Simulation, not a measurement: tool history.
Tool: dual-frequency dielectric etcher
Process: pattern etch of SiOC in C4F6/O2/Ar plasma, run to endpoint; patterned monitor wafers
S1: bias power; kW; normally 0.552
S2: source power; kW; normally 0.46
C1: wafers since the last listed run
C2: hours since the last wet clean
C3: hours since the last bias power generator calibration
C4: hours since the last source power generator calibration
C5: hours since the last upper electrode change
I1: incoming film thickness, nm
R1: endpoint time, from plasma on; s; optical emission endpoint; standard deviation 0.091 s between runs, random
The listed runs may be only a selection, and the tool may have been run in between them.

Run 1, hour 0: usual settings; C1 0; C2 323.6; C3 3327.8; C4 269.1; C5 1427.8; I1 39.19. Result: R1 12 s.
Run 2, hour 71: usual settings; C1 1103; C2 394.6; C3 3398.8; C4 340.1; C5 1498.8; I1 39.45. Result: R1 12.1 s.
Run 3, hour 114: usual settings but S1 0.447 kW; C1 668; C2 437.6; C3 3441.8; C4 383.1; C5 1541.8; I1 39.66. Result: R1 12.9 s.
At hour 201.8: wet clean of the chamber.
Run 4, hour 202.3: usual settings but S1 0.447 kW; C1 999; C2 0.5; C3 3530.1; C4 471.4; C5 1630.1; I1 39.51. Result: R1 12.8 s.
Run 5, hour 257.5: usual settings; C1 857; C2 55.7; C3 3585.3; C4 526.6; C5 1685.3; I1 38.98. Result: R1 12.2 s.
Run 6, hour 337.8: usual settings; C1 1247; C2 136; C3 3665.6; C4 606.9; C5 1765.6; I1 39.44. Result: R1 12.1 s.
Run 7, hour 414.4: usual settings; C1 1190; C2 212.6; C3 3742.2; C4 683.5; C5 1842.2; I1 39.26. Result: R1 12.1 s.
Run 8, hour 494.4: usual settings; C1 1243; C2 292.6; C3 3822.2; C4 763.5; C5 1922.2; I1 39.5. Result: R1 12.3 s.
Run 9, hour 568.9: usual settings but S1 0.499 kW; C1 1157; C2 367.1; C3 3896.7; C4 838; C5 1996.7; I1 39.57. Result: R1 12.5 s.
Run 10, hour 615.4: usual settings; C1 722; C2 413.6; C3 3943.2; C4 884.5; C5 2043.2; I1 39.53. Result: R1 12.1 s.
At hour 651.2: wet clean of the chamber.
Run 11, hour 664: usual settings; C1 382; C2 12.8; C3 3991.8; C4 933.1; C5 2091.8; I1 39.24. Result: R1 12.3 s.
Run 12, hour 735.8: usual settings; C1 1115; C2 84.6; C3 4063.6; C4 1004.9; C5 2163.6; I1 39.35. Result: R1 12.2 s.
Run 13, hour 811.1: usual settings; C1 1169; C2 159.9; C3 4138.9; C4 1080.2; C5 2238.9; I1 39.01. Result: R1 12.1 s.
Run 14, hour 876.3: usual settings; C1 1013; C2 225.1; C3 4204.1; C4 1145.4; C5 2304.1; I1 39.1. Result: R1 12.2 s.
At hour 920.2: upper electrode replaced.
Run 15, hour 924.7: usual settings; C1 379; C2 273.5; C3 4252.5; C4 1193.8; C5 4.5; I1 39.72. Result: R1 12.5 s.
At hour 944: bias power generator calibrated.
Run 16, hour 1003.8: usual settings; C1 1166; C2 352.6; C3 59.8; C4 1272.9; C5 83.6; I1 39.38. Result: R1 12.3 s.
Run 17, hour 1059.8: usual settings but S1 0.623 kW, S2 0.49 kW; C1 870; C2 408.6; C3 115.8; C4 1328.9; C5 139.6; I1 39.6. Result: R1 11.6 s.
At hour 1167: wet clean of the chamber.
Run 18, hour 1167.5: usual settings; C1 1300; C2 0.5; C3 223.5; C4 1436.6; C5 247.3; I1 39.42. Result: R1 12.4 s.
Run 19, hour 1206.6: usual settings but S1 0.438 kW, S2 0.39 kW; C1 607; C2 39.6; C3 262.6; C4 1475.7; C5 286.4; I1 39.2. Result: R1 14.4 s.
Run 20, hour 1280.7: usual settings; C1 1151; C2 113.7; C3 336.7; C4 1549.8; C5 360.5; I1 39.54. Result: R1 12.6 s.
Run 21, hour 1330.6: usual settings but S1 0.665 kW; C1 775; C2 163.6; C3 386.6; C4 1599.7; C5 410.4; I1 39.22. Result: R1 11.8 s.
Run 22, hour 1397.3: usual settings but S1 0.613 kW, S2 0.55 kW; C1 1036; C2 230.3; C3 453.3; C4 1666.4; C5 477.1; I1 39.39. Result: R1 11.1 s.
Run 23, hour 1443: usual settings but S1 0.448 kW; C1 710; C2 276; C3 499; C4 1712.1; C5 522.8; I1 39.37. Result: R1 13.4 s.
Run 24, hour 1481.8: usual settings but S1 0.615 kW, S2 0.52 kW; C1 602; C2 314.8; C3 537.8; C4 1750.9; C5 561.6; I1 39.35. Result: R1 11.3 s.
Run 25, hour 1530.3: usual settings but S1 0.516 kW, S2 0.54 kW; C1 753; C2 363.3; C3 586.3; C4 1799.4; C5 610.1; I1 39.59. Result: R1 11.8 s.
Run 26, hour 1573.1: usual settings but S2 0.5 kW; C1 665; C2 406.1; C3 629.1; C4 1842.2; C5 652.9; I1 39.5. Result: R1 11.9 s.
Run 27, hour 1637.2: usual settings but S1 0.481 kW; C1 995; C2 470.2; C3 693.2; C4 1906.3; C5 717; I1 39.13. Result: R1 12.6 s.
At hour 1673.9: wet clean of the chamber.
Run 28, hour 1677.8: usual settings but S1 0.477 kW, S2 0.49 kW; C1 257; C2 3.9; C3 733.8; C4 1946.9; C5 757.6; I1 39.39. Result: R1 12.5 s.
At hour 1693.5: source power generator calibrated.
Run 29, hour 1784.4: usual settings but S2 0.51 kW; C1 1594; C2 110.5; C3 840.4; C4 90.9; C5 864.2; I1 39.59. Result: R1 11.5 s.
Run 30, hour 1862.9: usual settings but S2 0.36 kW; C1 1219; C2 189; C3 918.9; C4 169.4; C5 942.7; I1 39.68. Result: R1 13.9 s.
Run 31, hour 1957.1: usual settings; C1 1463; C2 283.2; C3 1013.1; C4 263.6; C5 1036.9; I1 39.12. Result: R1 12.2 s.
Run 32, hour 2002.4: usual settings but S1 0.677 kW; C1 703; C2 328.5; C3 1058.4; C4 308.9; C5 1082.2; I1 39.27. Result: R1 11.5 s.
Run 33, hour 2109.7: usual settings but S1 0.684 kW, S2 0.38 kW; C1 1667; C2 435.8; C3 1165.7; C4 416.2; C5 1189.5; I1 39.83. Result: R1 12.7 s.
At hour 2197.1: wet clean of the chamber.
Run 34, hour 2197.6: usual settings; C1 992; C2 0.5; C3 1253.6; C4 504.1; C5 1277.4; I1 39.6. Result: R1 12.2 s.

For each run, what was the tool's unlogged condition?
etch rate over this chamber's usual, %: 0 on each run
bias power that arrives over what is set, %: 0 on each run
H1: source power that arrives over what is set, %
run       H1
  1   -0.357
  2   -0.556
  3   -0.676
  4   -0.923
  5    -1.08
  6     -1.3
  7    -1.52
  8    -1.74
  9    -1.95
 10    -2.08
 11    -2.21
 12    -2.41
 13    -2.62
 14    -2.81
 15    -2.94
 16    -3.16
 17    -3.32
 18    -3.62
 19    -3.73
 20    -3.94
 21    -4.08
 22    -4.26
 23    -4.39
 24     -4.5
 25    -4.64
 26    -4.76
 27    -4.93
 28    -5.05
 29  -0.0785
 30   -0.298
 31   -0.561
 32   -0.688
 33   -0.988
 34    -1.23

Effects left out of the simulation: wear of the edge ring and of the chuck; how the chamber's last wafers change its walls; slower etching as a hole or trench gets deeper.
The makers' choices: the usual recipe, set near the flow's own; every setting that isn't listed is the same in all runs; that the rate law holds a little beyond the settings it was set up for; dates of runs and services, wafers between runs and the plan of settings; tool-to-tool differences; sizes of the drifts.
